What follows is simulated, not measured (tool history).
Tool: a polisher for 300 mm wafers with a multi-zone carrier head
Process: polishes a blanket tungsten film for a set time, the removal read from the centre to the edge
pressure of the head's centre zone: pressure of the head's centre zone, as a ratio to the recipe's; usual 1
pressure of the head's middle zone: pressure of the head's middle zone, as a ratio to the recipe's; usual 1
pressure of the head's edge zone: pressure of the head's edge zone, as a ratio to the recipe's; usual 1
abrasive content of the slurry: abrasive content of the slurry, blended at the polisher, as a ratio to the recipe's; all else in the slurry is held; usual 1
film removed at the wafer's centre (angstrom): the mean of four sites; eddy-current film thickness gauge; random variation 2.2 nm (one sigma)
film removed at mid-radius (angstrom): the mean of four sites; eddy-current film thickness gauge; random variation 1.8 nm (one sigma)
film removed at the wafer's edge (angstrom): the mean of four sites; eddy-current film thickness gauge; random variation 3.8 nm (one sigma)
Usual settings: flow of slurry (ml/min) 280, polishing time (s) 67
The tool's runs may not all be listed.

run,day,flow of slurry (ml/min),pressure of the head's centre zone,pressure of the head's middle zone,pressure of the head's edge zone,abrasive content of the slurry,polishing time (s),wafers since the last listed run,wafers polished on this pad,hours since the slurry nozzle was cleaned,hours since the centre zone pressure was calibrated,hours since the edge zone pressure was calibrated,hours since the carrier head's membrane was replaced,"incoming thickness of the incoming film, nm",film removed at the wafer's centre (angstrom),film removed at mid-radius (angstrom),film removed at the wafer's edge (angstrom)
1,0,280,1,1,1,1,67,0,793,347.1,275.7,339.1,628,859,3005,2892,2867
# day 1.267: carrier head's membrane replaced by a new one
2,2.542,280,1,1,1,1,67,551,1344,408.1,336.7,400.1,30.6,861.4,3069,2859,2859
3,4.729,280,1,1,1,1,67,516,1861,460.6,389.2,452.6,83.1,866.1,3086,2837,2886
# day 5.071: centre zone pressure recalibrated
4,7.175,280,1,1,1,1,67,558,2420,519.3,50.5,511.3,141.8,860.6,2888,2866,2935
# day 8.708: worn pad replaced by a new one
5,8.938,280,1,1,1,1,67,377,54,561.6,92.8,553.6,184.1,852.5,2930,2837,2902
6,12.283,280,1,1,1,1,67,790,844,641.9,173.1,633.9,264.4,854.1,2922,2802,2878
# day 14.225: edge zone pressure recalibrated
7,16.671,280,1,1,1,1,67,1016,1861,747.2,278.4,58.7,369.7,846.9,3001,2803,2867
# day 19.042: slurry nozzle cleaned
8,20.95,280,1,1,0.96,1,67,1001,2863,45.8,381.1,161.4,472.4,845.2,3197,2950,2866
# day 21.438: worn pad replaced by a new one
# day 23.462: centre zone pressure recalibrated
9,23.612,280,1,1,0.96,1,67,570,493,109.7,3.6,225.3,536.3,856.3,2999,2942,2886
10,28.071,280,1.11,1,1.07,1.15,51,1053,1547,216.7,110.6,332.3,643.3,863.1,2641,2308,2372
11,30.262,280,1,1,0.96,1,67,517,2065,269.3,163.2,384.9,695.9,866.3,3073,2897,2826
12,33.112,280,1,1,1,1,67,673,2738,337.7,231.6,453.3,764.3,842.9,3128,2888,2850
# day 34.312: worn pad replaced by a new one
# day 35.229: carrier head's membrane replaced by a new one
# day 38.712: edge zone pressure recalibrated
# day 41.554: centre zone pressure recalibrated
13,45.8,280,1.05,1,1.04,1.25,55,2869,2625,642.2,101.9,170.1,253.7,864.9,2657,2491,2623
# day 48.692: worn pad replaced by a new one
14,50.771,335,1,1.09,1,1,67,1135,490,761.5,221.2,289.4,373,855.7,2964,3083,2898
# day 54.292: slurry nozzle cleaned
15,55.05,280,1,1,1,1.15,67,1001,1492,18.2,323.9,392.1,475.7,866.8,3254,3054,3048
# day 58.321: centre zone pressure recalibrated
16,58.342,355,0.91,1,1,1.3,73,758,2250,97.2,0.5,471.1,554.7,857.9,3271,3528,3451
# day 59.404: worn pad replaced by a new one
17,60.588,375,1,1,1,1,67,491,279,151.1,54.4,525,608.6,870.1,3065,2976,2999
# day 62.75: edge zone pressure recalibrated
18,62.808,280,1,1,1,1,67,505,784,204.4,107.7,1.4,661.9,855.3,2996,2912,2919

5 ways to go on from here, each from the tool as it stands after run 18. What would each give?
A,62.825,280,1,1,1,1.25,67,3,788,204.8,108.1,1.8,662.3,853.7,?,?,?
B,62.825,280,1,1,1,1.15,82,3,788,204.8,108.1,1.8,662.3,853.7,?,?,?
C,62.825,185,0.91,1,1,1,58,3,788,204.8,108.1,1.8,662.3,853.7,?,?,?
D,62.825,280,1.1,1,1,1,67,3,788,204.8,108.1,1.8,662.3,853.7,?,?,?
E,62.825,240,0.95,0.9,1,1.15,67,3,788,204.8,108.1,1.8,662.3,853.7,?,?,?

run,film removed at the wafer's centre (angstrom),film removed at mid-radius (angstrom),film removed at the wafer's edge (angstrom)
A,3235,3154,3152
B,3856,3759,3757
C,2259,2435,2459
D,3313,2933,2933
E,2941,2775,3039
Without the tool's hidden state the same runs would have given:
run,film removed at the wafer's centre (angstrom),film removed at mid-radius (angstrom),film removed at the wafer's edge (angstrom)
A,3186,3188,3178
B,3797,3799,3787
C,2234,2470,2485
D,3263,2964,2957
E,2900,2809,3067

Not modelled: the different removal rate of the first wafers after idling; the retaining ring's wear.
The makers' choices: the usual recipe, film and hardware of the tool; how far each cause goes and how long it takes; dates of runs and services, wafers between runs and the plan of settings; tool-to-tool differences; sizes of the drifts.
